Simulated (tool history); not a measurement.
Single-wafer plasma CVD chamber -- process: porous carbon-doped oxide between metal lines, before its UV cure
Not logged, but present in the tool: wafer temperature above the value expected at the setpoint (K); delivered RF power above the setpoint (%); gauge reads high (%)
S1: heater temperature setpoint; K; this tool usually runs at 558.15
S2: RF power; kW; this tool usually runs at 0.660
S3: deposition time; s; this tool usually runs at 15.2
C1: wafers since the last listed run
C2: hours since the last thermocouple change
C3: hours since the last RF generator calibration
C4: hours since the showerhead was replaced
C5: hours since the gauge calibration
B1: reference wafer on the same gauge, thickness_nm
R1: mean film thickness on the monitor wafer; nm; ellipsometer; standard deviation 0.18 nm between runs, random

run,day,S1,S2,S3,C1,C2,C3,C4,C5,B1,R1
1,0.000,558.15,0.660,15.2,0,1200.7,2263.0,7052.7,114.4,112.921,112.765
2,0.412,558.15,0.660,12.9,198,1210.6,2272.9,7062.6,124.3,113.016,96.572
3,0.938,558.15,0.580,13.0,252,1223.2,2285.5,7075.2,136.9,113.067,84.823
4,1.454,558.15,0.580,13.0,248,1235.6,2297.9,7087.6,149.3,113.060,85.031
5,1.758,558.15,0.580,13.0,146,1242.9,2305.2,7094.9,156.6,112.944,85.014
# day 2.412: thermocouple changed; heater temperature recalibrated
6,2.433,558.15,0.660,15.2,164,0.5,2321.4,7111.1,172.8,113.032,112.866
7,2.662,558.15,0.660,15.2,110,6.0,2326.9,7116.6,178.3,113.019,113.123
# day 3.229: gauge calibrated
# day 3.271: showerhead replaced
8,3.292,552.15,0.785,12.3,142,21.1,2342.0,0.5,1.5,112.994,111.768
# day 3.625: RF generator calibrated
9,3.646,558.15,0.660,15.2,10,29.6,0.5,9.0,10.0,112.968,122.544
10,3.738,551.15,0.660,15.2,44,31.8,2.7,11.2,12.2,112.960,127.405
11,4.275,564.15,0.575,16.4,258,44.7,15.6,24.1,25.1,113.047,111.137
12,4.842,558.15,0.660,17.7,272,58.3,29.2,37.7,38.7,113.060,141.884
13,5.408,569.15,0.775,12.9,272,71.9,42.8,51.3,52.3,112.977,114.769
14,6.042,558.15,0.720,12.6,304,87.1,58.0,66.5,67.5,112.997,111.052
15,6.725,558.15,0.790,12.7,328,103.5,74.4,82.9,83.9,112.994,121.434

Consider 3 possible next runs. They are alternatives, not a sequence: every one starts from the tool as it was left by run 15. What does each give?
A,6.742,564.15,0.660,15.2,8,103.9,74.8,83.3,84.3,?,?
B,6.742,565.15,0.660,15.2,8,103.9,74.8,83.3,84.3,?,?
C,6.742,564.15,0.790,12.4,8,103.9,74.8,83.3,84.3,?,?

run,B1,R1
A,113.017,118.659
B,113.017,118.040
C,113.017,115.078
With no hidden state in the tool, these same runs would have given:
run,R1
A,119.076
B,118.454
C,115.473

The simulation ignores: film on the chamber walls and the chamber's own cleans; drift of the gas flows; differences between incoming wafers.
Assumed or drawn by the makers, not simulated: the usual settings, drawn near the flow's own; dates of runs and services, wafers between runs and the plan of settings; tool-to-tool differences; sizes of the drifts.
